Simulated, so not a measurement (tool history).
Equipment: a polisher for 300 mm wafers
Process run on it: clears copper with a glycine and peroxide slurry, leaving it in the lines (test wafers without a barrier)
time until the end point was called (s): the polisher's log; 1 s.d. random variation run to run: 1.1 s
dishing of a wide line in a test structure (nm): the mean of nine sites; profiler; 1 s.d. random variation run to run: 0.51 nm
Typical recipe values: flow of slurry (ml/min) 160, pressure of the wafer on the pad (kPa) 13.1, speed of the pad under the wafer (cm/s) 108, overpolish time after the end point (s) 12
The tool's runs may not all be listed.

run	hour	flow of slurry (ml/min)	pressure of the wafer on the pad (kPa)	speed of the pad under the wafer (cm/s)	overpolish time after the end point (s)	incoming thickness of the incoming film, nm	time until the end point was called (s)	dishing of a wide line in a test structure (nm)
1	0.0	160	13.1	108	12	464.6	100.8	34.4
2	26.1	160	13.1	108	12	460.2	105.5	35.2
# hour 42.4: worn pad replaced by a new one
3	53.8	160	14.5	132	12	455.9	78.5	41.6
4	72.5	160	14.5	132	12	463.6	80.1	41.7
5	85.7	160	14.5	132	12	458.2	79.7	42.4
6	103.6	160	9.7	108	12	458.6	123.4	29.1
7	118.4	160	9.7	108	12	454.7	126.3	28.6
8	150.8	160	9.0	108	12	461.1	141.7	27.1
# hour 167.7: worn pad replaced by a new one
9	177.4	160	13.1	108	12	460.3	100.9	35.9
# hour 188.3: slurry nozzle cleaned
10	194.8	160	11.7	108	12	461.0	108.6	32.9
11	216.8	140	14.5	74	15	464.4	127.3	36.1
# hour 240.7: head pressure recalibrated
12	249.2	160	13.1	108	12	461.9	97.5	35.6
# hour 287.7: worn pad replaced by a new one
13	288.2	160	13.1	108	12	465.5	92.6	37.2
14	317.6	145	14.5	98	12	459.0	95.0	37.1

Each row is a separate what-if for the run after 14, all from the same tool condition, not one after another. Results?
A	318.1	160	13.1	108	12	467.1	?	?
B	318.1	160	13.1	96	17	467.1	?	?
C	318.1	210	11.0	96	6	467.1	?	?

run	time until the end point was called (s)	dishing of a wide line in a test structure (nm)
A	95.2	37.7
B	103.5	45.9
C	112.0	18.6
With no hidden state in the tool, these same runs would have given:
run	time until the end point was called (s)	dishing of a wide line in a test structure (nm)
A	92.0	38.7
B	100.0	47.0
C	108.4	19.2

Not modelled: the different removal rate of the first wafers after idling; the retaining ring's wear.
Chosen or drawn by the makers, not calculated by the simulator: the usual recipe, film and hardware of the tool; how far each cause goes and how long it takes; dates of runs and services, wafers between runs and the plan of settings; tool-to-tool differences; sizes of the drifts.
